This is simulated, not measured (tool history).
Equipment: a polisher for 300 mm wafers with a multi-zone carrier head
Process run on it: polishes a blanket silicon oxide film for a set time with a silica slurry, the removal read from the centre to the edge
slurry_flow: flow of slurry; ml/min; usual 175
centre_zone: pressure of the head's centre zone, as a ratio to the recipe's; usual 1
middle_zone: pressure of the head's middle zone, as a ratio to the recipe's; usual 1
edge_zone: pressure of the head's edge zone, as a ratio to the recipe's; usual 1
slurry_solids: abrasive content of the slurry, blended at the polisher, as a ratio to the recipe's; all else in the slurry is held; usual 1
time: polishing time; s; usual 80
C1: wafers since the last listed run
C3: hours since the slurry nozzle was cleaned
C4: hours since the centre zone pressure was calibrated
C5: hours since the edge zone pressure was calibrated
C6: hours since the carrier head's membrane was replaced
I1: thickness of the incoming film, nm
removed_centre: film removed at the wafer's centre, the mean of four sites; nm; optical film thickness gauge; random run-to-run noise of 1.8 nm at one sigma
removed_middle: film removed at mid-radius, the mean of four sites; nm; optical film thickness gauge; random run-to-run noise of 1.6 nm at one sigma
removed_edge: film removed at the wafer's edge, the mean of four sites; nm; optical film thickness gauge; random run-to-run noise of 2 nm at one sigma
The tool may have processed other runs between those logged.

run 1 hour=0 | slurry_flow=175 centre_zone=1 middle_zone=1 edge_zone=1 slurry_solids=1 time=80 | C1=0 wafers_polished_on_this_pad=3522 C3=90.4 C4=86.8 C5=389.3 C6=817.6 | I1=1427.5 | removed_centre=180.9 removed_middle=178.9 removed_edge=176.9
-- hour=38.7 worn pad replaced by a new one
run 2 hour=51.7 | slurry_flow=175 centre_zone=1 middle_zone=1 edge_zone=1 slurry_solids=1 time=80 | C1=527 wafers_polished_on_this_pad=144 C3=142.1 C4=138.5 C5=441 C6=869.3 | I1=1398.4 | removed_centre=187.2 removed_middle=180.2 removed_edge=174.5
run 3 hour=110.9 | slurry_flow=175 centre_zone=1 middle_zone=1 edge_zone=1 slurry_solids=1 time=80 | C1=655 wafers_polished_on_this_pad=799 C3=201.3 C4=197.7 C5=500.2 C6=928.5 | I1=1401.9 | removed_centre=186.7 removed_middle=179.7 removed_edge=173.8
-- hour=115.6 edge zone pressure recalibrated
run 4 hour=162.1 | slurry_flow=175 centre_zone=1 middle_zone=1 edge_zone=1 slurry_solids=0.75 time=88 | C1=544 wafers_polished_on_this_pad=1343 C3=252.5 C4=248.9 C5=46.5 C6=979.7 | I1=1432.7 | removed_centre=168.7 removed_middle=162.4 removed_edge=156.2
run 5 hour=197.9 | slurry_flow=175 centre_zone=0.95 middle_zone=1 edge_zone=1 slurry_solids=1 time=80 | C1=396 wafers_polished_on_this_pad=1740 C3=288.3 C4=284.7 C5=82.3 C6=1015.5 | I1=1439.8 | removed_centre=180.1 removed_middle=181.7 removed_edge=177.3
run 6 hour=228.1 | slurry_flow=175 centre_zone=1 middle_zone=1 edge_zone=1 slurry_solids=1 time=101 | C1=334 wafers_polished_on_this_pad=2074 C3=318.5 C4=314.9 C5=112.5 C6=1045.7 | I1=1395.1 | removed_centre=237.9 removed_middle=230.9 removed_edge=225.2
-- hour=248.5 slurry nozzle cleaned
-- hour=345.2 centre zone pressure recalibrated
run 7 hour=381.1 | slurry_flow=175 centre_zone=1 middle_zone=1 edge_zone=1 slurry_solids=1 time=80 | C1=1659 wafers_polished_on_this_pad=3734 C3=132.6 C4=35.9 C5=265.5 C6=1198.7 | I1=1419 | removed_centre=179 removed_middle=179.4 removed_edge=177.8
run 8 hour=420.9 | slurry_flow=175 centre_zone=1 middle_zone=1 edge_zone=1 slurry_solids=1 time=80 | C1=440 wafers_polished_on_this_pad=4174 C3=172.4 C4=75.7 C5=305.3 C6=1238.5 | I1=1427.2 | removed_centre=181.8 removed_middle=178.6 removed_edge=175.8
-- hour=432.9 worn pad replaced by a new one
run 9 hour=459.8 | slurry_flow=175 centre_zone=1 middle_zone=1.08 edge_zone=1 slurry_solids=1.25 time=56 | C1=386 wafers_polished_on_this_pad=298 C3=211.3 C4=114.6 C5=344.2 C6=1277.4 | I1=1400.9 | removed_centre=143.6 removed_middle=151.6 removed_edge=137.1
run 10 hour=508 | slurry_flow=175 centre_zone=1 middle_zone=1 edge_zone=1 slurry_solids=1 time=80 | C1=533 wafers_polished_on_this_pad=831 C3=259.5 C4=162.8 C5=392.4 C6=1325.6 | I1=1413.9 | removed_centre=183.6 removed_middle=177.3 removed_edge=174.9
run 11 hour=557.4 | slurry_flow=175 centre_zone=1 middle_zone=1 edge_zone=0.91 slurry_solids=1 time=80 | C1=546 wafers_polished_on_this_pad=1378 C3=308.9 C4=212.2 C5=441.8 C6=1375 | I1=1398 | removed_centre=185.6 removed_middle=182.7 removed_edge=165.7
-- hour=570.1 slurry nozzle cleaned
-- hour=590 carrier head's membrane replaced by a new one, of another model than before
run 12 hour=612.5 | slurry_flow=175 centre_zone=1.04 middle_zone=0.9 edge_zone=1.03 slurry_solids=1 time=101 | C1=543 wafers_polished_on_this_pad=1921 C3=42.4 C4=267.3 C5=496.9 C6=22.5 | I1=1423.1 | removed_centre=234.6 removed_middle=197.8 removed_edge=220.6
-- hour=640.3 edge zone pressure recalibrated
run 13 hour=679.9 | slurry_flow=175 centre_zone=1 middle_zone=1 edge_zone=1 slurry_solids=1 time=89 | C1=723 wafers_polished_on_this_pad=2645 C3=109.8 C4=334.7 C5=39.6 C6=89.9 | I1=1411.7 | removed_centre=204.1 removed_middle=202.4 removed_edge=191.2
run 14 hour=708.1 | slurry_flow=175 centre_zone=1 middle_zone=1 edge_zone=1 slurry_solids=1 time=80 | C1=312 wafers_polished_on_this_pad=2957 C3=138 C4=362.9 C5=67.8 C6=118.1 | I1=1432.7 | removed_centre=184.7 removed_middle=183.4 removed_edge=173.8
run 15 hour=763.4 | slurry_flow=175 centre_zone=1.07 middle_zone=1 edge_zone=1 slurry_solids=1 time=87 | C1=611 wafers_polished_on_this_pad=3569 C3=193.3 C4=418.2 C5=123.1 C6=173.4 | I1=1400 | removed_centre=204.4 removed_middle=196.7 removed_edge=189.8
-- hour=830.8 worn pad replaced by a new one
run 16 hour=836.4 | slurry_flow=175 centre_zone=1 middle_zone=1 edge_zone=1.1 slurry_solids=1 time=80 | C1=763 wafers_polished_on_this_pad=61 C3=266.3 C4=491.2 C5=196.1 C6=246.4 | I1=1422.5 | removed_centre=184.7 removed_middle=180.5 removed_edge=183.4
-- hour=887 centre zone pressure recalibrated
run 17 hour=892.1 | slurry_flow=175 centre_zone=0.89 middle_zone=1 edge_zone=1 slurry_solids=1 time=80 | C1=594 wafers_polished_on_this_pad=656 C3=322 C4=5.1 C5=251.8 C6=302.1 | I1=1430.6 | removed_centre=165 removed_middle=182.6 removed_edge=173.8
run 18 hour=916.5 | slurry_flow=175 centre_zone=0.95 middle_zone=0.9 edge_zone=1 slurry_solids=1.1 time=94 | C1=270 wafers_polished_on_this_pad=926 C3=346.4 C4=29.5 C5=276.2 C6=326.5 | I1=1445 | removed_centre=219 removed_middle=194.1 removed_edge=217.1
-- hour=942.9 slurry nozzle cleaned
run 19 hour=956.9 | slurry_flow=175 centre_zone=1 middle_zone=1 edge_zone=1 slurry_solids=1 time=80 | C1=436 wafers_polished_on_this_pad=1362 C3=14 C4=69.9 C5=316.6 C6=366.9 | I1=1404.9 | removed_centre=182.5 removed_middle=184.8 removed_edge=175.4
run 20 hour=1028.2 | slurry_flow=175 centre_zone=1 middle_zone=1 edge_zone=0.94 slurry_solids=1.15 time=80 | C1=789 wafers_polished_on_this_pad=2151 C3=85.3 C4=141.2 C5=387.9 C6=438.2 | I1=1412.2 | removed_centre=196.7 removed_middle=199.6 removed_edge=186.7

Difference, measured minus no-hidden-state, one row per run. Run-to-run variation is common to both terms; the gauge's own scatter need not be:
Hidden state at play: removal rate lost through wear of the pad, %; slurry flow missing at the pad, %; deviation of the centre zone's pressure from its setpoint, %; deviation of the edge zone's pressure from its setpoint, %.
run=1 removed_centre=+4.7
run=2 removed_centre=+6.8
run=3 removed_centre=+8.2
run=4 removed_centre=+8.2
run=5 removed_centre=+9.3
run=6 removed_centre=+12.7
run=7 removed_centre=+1.4
run=8 removed_centre=+3.5
run=9 removed_centre=+4
run=10 removed_centre=+6.4
run=11 removed_centre=+7.7
run=12 removed_centre=+5.6
run=13 removed_centre=+5.4
run=14 removed_centre=+5.1
run=15 removed_centre=+5.8
run=16 removed_centre=+5.4
run=17 removed_centre=+0
run=18 removed_centre=+1
run=19 removed_centre=+2
run=20 removed_centre=+3.6
For removed_middle, the value without the hidden state is never more than 0.1 nm from the measured value.
For removed_edge, the difference is zero in each run.
